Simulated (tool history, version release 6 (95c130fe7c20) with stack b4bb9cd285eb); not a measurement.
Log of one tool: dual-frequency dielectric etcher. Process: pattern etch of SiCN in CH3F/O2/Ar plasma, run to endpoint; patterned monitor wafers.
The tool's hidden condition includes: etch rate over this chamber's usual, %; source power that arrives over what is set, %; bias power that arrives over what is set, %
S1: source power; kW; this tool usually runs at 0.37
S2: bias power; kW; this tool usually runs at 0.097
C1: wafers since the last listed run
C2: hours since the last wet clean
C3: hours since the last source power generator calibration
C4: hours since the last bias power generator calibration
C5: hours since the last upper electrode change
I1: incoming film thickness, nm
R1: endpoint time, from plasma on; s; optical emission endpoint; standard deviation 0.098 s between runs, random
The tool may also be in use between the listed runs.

{"run": 1, "hour": 0.0, "S1": 0.37, "S2": 0.097, "C1": 0, "C2": 45.7, "C3": 2051.4, "C4": 1553.3, "C5": 3214.9, "I1": 7.57, "R1": 17.2}
{"run": 2, "hour": 29.7, "S1": 0.37, "S2": 0.097, "C1": 457, "C2": 75.4, "C3": 2081.1, "C4": 1583, "C5": 3244.6, "I1": 7.52, "R1": 17.1}
{"run": 3, "hour": 64.1, "S1": 0.37, "S2": 0.097, "C1": 529, "C2": 109.8, "C3": 2115.5, "C4": 1617.4, "C5": 3279, "I1": 7.7, "R1": 17.6}
{"run": 4, "hour": 91.0, "S1": 0.44, "S2": 0.097, "C1": 414, "C2": 136.7, "C3": 2142.4, "C4": 1644.3, "C5": 3305.9, "I1": 7.59, "R1": 15.6}
{"run": 5, "hour": 104.0, "S1": 0.44, "S2": 0.097, "C1": 200, "C2": 149.7, "C3": 2155.4, "C4": 1657.3, "C5": 3318.9, "I1": 7.66, "R1": 15.8}
{"run": 6, "hour": 119.7, "S1": 0.44, "S2": 0.097, "C1": 241, "C2": 165.4, "C3": 2171.1, "C4": 1673, "C5": 3334.6, "I1": 7.58, "R1": 15.7}
{"run": 7, "hour": 151.2, "S1": 0.37, "S2": 0.097, "C1": 485, "C2": 196.9, "C3": 2202.6, "C4": 1704.5, "C5": 3366.1, "I1": 7.59, "R1": 17.2}
{"run": 8, "hour": 174.8, "S1": 0.37, "S2": 0.097, "C1": 363, "C2": 220.5, "C3": 2226.2, "C4": 1728.1, "C5": 3389.7, "I1": 7.61, "R1": 17.2}
{"run": 9, "hour": 189.4, "S1": 0.37, "S2": 0.097, "C1": 224, "C2": 235.1, "C3": 2240.8, "C4": 1742.7, "C5": 3404.3, "I1": 7.66, "R1": 17.6}
{"run": 10, "hour": 209.6, "S1": 0.37, "S2": 0.097, "C1": 311, "C2": 255.3, "C3": 2261, "C4": 1762.9, "C5": 3424.5, "I1": 7.63, "R1": 17.4}
{"hour": 227.3, "done": "bias power generator calibrated"}
{"run": 11, "hour": 227.8, "S1": 0.37, "S2": 0.097, "C1": 218, "C2": 273.5, "C3": 2279.2, "C4": 0.5, "C5": 3442.7, "I1": 7.57, "R1": 17.3}
{"run": 12, "hour": 239.5, "S1": 0.31, "S2": 0.073, "C1": 180, "C2": 285.2, "C3": 2290.9, "C4": 12.2, "C5": 3454.4, "I1": 7.66, "R1": 21.1}
{"run": 13, "hour": 266.2, "S1": 0.37, "S2": 0.097, "C1": 411, "C2": 311.9, "C3": 2317.6, "C4": 38.9, "C5": 3481.1, "I1": 7.63, "R1": 17.3}
{"hour": 352.7, "done": "source power generator calibrated"}
{"hour": 377.3, "done": "wet clean of the chamber"}
{"run": 14, "hour": 377.8, "S1": 0.41, "S2": 0.097, "C1": 1287, "C2": 0.5, "C3": 25.1, "C4": 150.5, "C5": 3592.7, "I1": 7.56, "R1": 16.2}
{"run": 15, "hour": 385.2, "S1": 0.37, "S2": 0.097, "C1": 113, "C2": 7.9, "C3": 32.5, "C4": 157.9, "C5": 3600.1, "I1": 7.53, "R1": 17.1}
{"run": 16, "hour": 400.5, "S1": 0.43, "S2": 0.108, "C1": 235, "C2": 23.2, "C3": 47.8, "C4": 173.2, "C5": 3615.4, "I1": 7.66, "R1": 15.6}
{"hour": 427.5, "done": "upper electrode replaced"}
{"run": 17, "hour": 428.0, "S1": 0.44, "S2": 0.11, "C1": 53, "C2": 50.7, "C3": 75.3, "C4": 200.7, "C5": 0.5, "I1": 7.63, "R1": 15.2}
{"run": 18, "hour": 428.3, "S1": 0.37, "S2": 0.097, "C1": 4, "C2": 51, "C3": 75.6, "C4": 201, "C5": 0.8, "I1": 7.58, "R1": 17.1}
{"run": 19, "hour": 440.3, "S1": 0.4, "S2": 0.097, "C1": 184, "C2": 63, "C3": 87.6, "C4": 213, "C5": 12.8, "I1": 7.57, "R1": 16.3}
{"run": 20, "hour": 462.8, "S1": 0.44, "S2": 0.105, "C1": 346, "C2": 85.5, "C3": 110.1, "C4": 235.5, "C5": 35.3, "I1": 7.59, "R1": 15.2}
{"run": 21, "hour": 485.3, "S1": 0.41, "S2": 0.119, "C1": 346, "C2": 108, "C3": 132.6, "C4": 258, "C5": 57.8, "I1": 7.56, "R1": 15.1}
{"run": 22, "hour": 583.0, "S1": 0.37, "S2": 0.097, "C1": 1504, "C2": 205.7, "C3": 230.3, "C4": 355.7, "C5": 155.5, "I1": 7.55, "R1": 17}

Across each entry between runs, compare the hidden state at the last listed run before it with the hidden state at the first listed run after it:
Logged between run 10 and run 11: bias power generator calibrated (hour 227.3)
  both runs share identical hidden conditions
Logged between run 13 and run 14: source power generator calibrated (hour 352.7); wet clean of the chamber (hour 377.3)
  both runs share identical hidden conditions
Logged between run 16 and run 17: upper electrode replaced (hour 427.5)
  both runs share identical hidden conditions
